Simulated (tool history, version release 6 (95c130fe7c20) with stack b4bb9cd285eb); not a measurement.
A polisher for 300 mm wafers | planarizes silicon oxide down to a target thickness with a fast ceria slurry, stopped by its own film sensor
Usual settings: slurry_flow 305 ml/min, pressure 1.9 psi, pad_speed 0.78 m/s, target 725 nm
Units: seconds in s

| run | day | slurry_flow | pressure | pad_speed | target | wafers since the last listed run | wafers polished on this pad | hours since the slurry nozzle was cleaned | hours since the head pressure was calibrated | incoming thickness of the incoming film, nm | seconds |
|---|---|---|---|---|---|---|---|---|---|---|---|
| 1 | 0.000 | 305 | 1.9 | 0.78 | 725 | 0 | 1826 | 360.0 | 368.6 | 1278.9 | 73.6 |
|  | 0.883 | slurry nozzle cleaned |
| 2 | 2.062 | 305 | 1.9 | 0.78 | 725 | 315 | 2142 | 28.3 | 418.1 | 1256.5 | 71.6 |
|  | 2.829 | head pressure recalibrated |
|  | 6.204 | worn pad replaced by a new one |
| 3 | 6.217 | 305 | 1.9 | 0.78 | 725 | 609 | 2 | 128.0 | 81.3 | 1249.2 | 67.9 |
| 4 | 11.017 | 305 | 1.9 | 0.78 | 725 | 749 | 751 | 243.2 | 196.5 | 1269.3 | 70.4 |
|  | 14.892 | slurry nozzle cleaned |
| 5 | 14.946 | 305 | 1.7 | 0.78 | 725 | 606 | 1358 | 1.3 | 290.8 | 1263.5 | 83.3 |
| 6 | 17.396 | 305 | 1.6 | 0.78 | 725 | 382 | 1740 | 60.1 | 349.6 | 1267.7 | 85.3 |
|  | 19.875 | head pressure recalibrated |
|  | 22.592 | worn pad replaced by a new one |
| 7 | 30.871 | 275 | 1.9 | 0.78 | 725 | 2064 | 1292 | 383.5 | 263.9 | 1277.7 | 81.5 |
|  | 32.117 | slurry nozzle cleaned |
| 8 | 32.438 | 275 | 1.9 | 0.78 | 725 | 238 | 1530 | 7.7 | 301.5 | 1257.3 | 81.9 |
|  | 35.625 | head pressure recalibrated |
| 9 | 36.329 | 305 | 2.1 | 0.78 | 725 | 594 | 2124 | 101.1 | 16.9 | 1287.6 | 76.3 |
| 10 | 39.875 | 305 | 1.9 | 0.78 | 841 | 553 | 2678 | 186.2 | 102.0 | 1264.9 | 66.2 |
|  | 41.558 | worn pad replaced by a new one, repeated, since the last time left the tool worse |
| 11 | 43.133 | 305 | 1.9 | 0.78 | 590 | 482 | 246 | 264.4 | 180.2 | 1276.7 | 90.6 |
| 12 | 45.783 | 225 | 1.9 | 0.78 | 896 | 413 | 659 | 328.0 | 243.8 | 1265.8 | 51.6 |
|  | 47.783 | slurry nozzle cleaned |
| 13 | 48.042 | 390 | 1.6 | 0.56 | 725 | 345 | 1005 | 6.2 | 298.0 | 1247.8 | 114.0 |
| 14 | 50.375 | 260 | 2.5 | 0.78 | 573 | 364 | 1369 | 62.2 | 354.0 | 1287.6 | 73.0 |
|  | 51.158 | head pressure recalibrated |
| 15 | 53.321 | 305 | 1.9 | 0.78 | 867 | 446 | 1816 | 132.9 | 51.9 | 1265.3 | 54.2 |
| 16 | 56.325 | 255 | 1.9 | 0.78 | 577 | 468 | 2285 | 205.0 | 124.0 | 1253.3 | 94.9 |
|  | 58.267 | worn pad replaced by a new one |
| 17 | 62.029 | 305 | 1.9 | 0.68 | 785 | 864 | 587 | 341.9 | 260.9 | 1280.0 | 72.6 |
|  | 66.083 | slurry nozzle cleaned |
| 18 | 66.521 | 305 | 1.9 | 0.78 | 725 | 694 | 1282 | 10.5 | 368.7 | 1268.7 | 73.4 |
|  | 68.642 | head pressure recalibrated |
| 19 | 69.783 | 305 | 1.9 | 0.78 | 725 | 496 | 1778 | 88.8 | 27.4 | 1276.4 | 74.3 |
| 20 | 74.088 | 305 | 1.9 | 0.78 | 725 | 671 | 2450 | 192.1 | 130.7 | 1251.6 | 72.6 |
|  | 74.458 | worn pad replaced by a new one |
| 21 | 76.879 | 230 | 1.7 | 0.96 | 857 | 409 | 378 | 259.1 | 197.7 | 1256.2 | 47.7 |
| 22 | 79.988 | 305 | 1.9 | 0.78 | 869 | 485 | 863 | 333.7 | 272.3 | 1276.0 | 55.3 |

Some steps in seconds between neighbouring runs. How much of each would the tool show without its hidden state too (settings, what came in, random variation), and how much is left for the hidden state, with any gauge scatter that isn't in both results?
The hidden state here: removal rate lost through wear of the pad, %; slurry flow missing at the pad, %; deviation of the head's pressure from its setpoint, %.
Run 6 -> 7: slurry_flow 305 -> 275, pressure 1.6 -> 1.9, head pressure recalibrated, worn pad replaced by a new one. seconds -3.8 s: hidden state +7.7, all else -11.5.
Run 10 -> 11: target 841 -> 590, worn pad replaced by a new one, repeated, since the last time left the tool worse. seconds +24.4 s: hidden state -8.4, all else +32.8.
Run 12 -> 13: slurry_flow 225 -> 390, pressure 1.9 -> 1.6, pad_speed 0.78 -> 0.56, target 896 -> 725, slurry nozzle cleaned. seconds +62.4 s: hidden state +3.3, all else +59.1.
Run 13 -> 14: slurry_flow 390 -> 260, pressure 1.6 -> 2.5, pad_speed 0.56 -> 0.78, target 725 -> 573. seconds -41.0 s: hidden state -1.5, all else -39.5.

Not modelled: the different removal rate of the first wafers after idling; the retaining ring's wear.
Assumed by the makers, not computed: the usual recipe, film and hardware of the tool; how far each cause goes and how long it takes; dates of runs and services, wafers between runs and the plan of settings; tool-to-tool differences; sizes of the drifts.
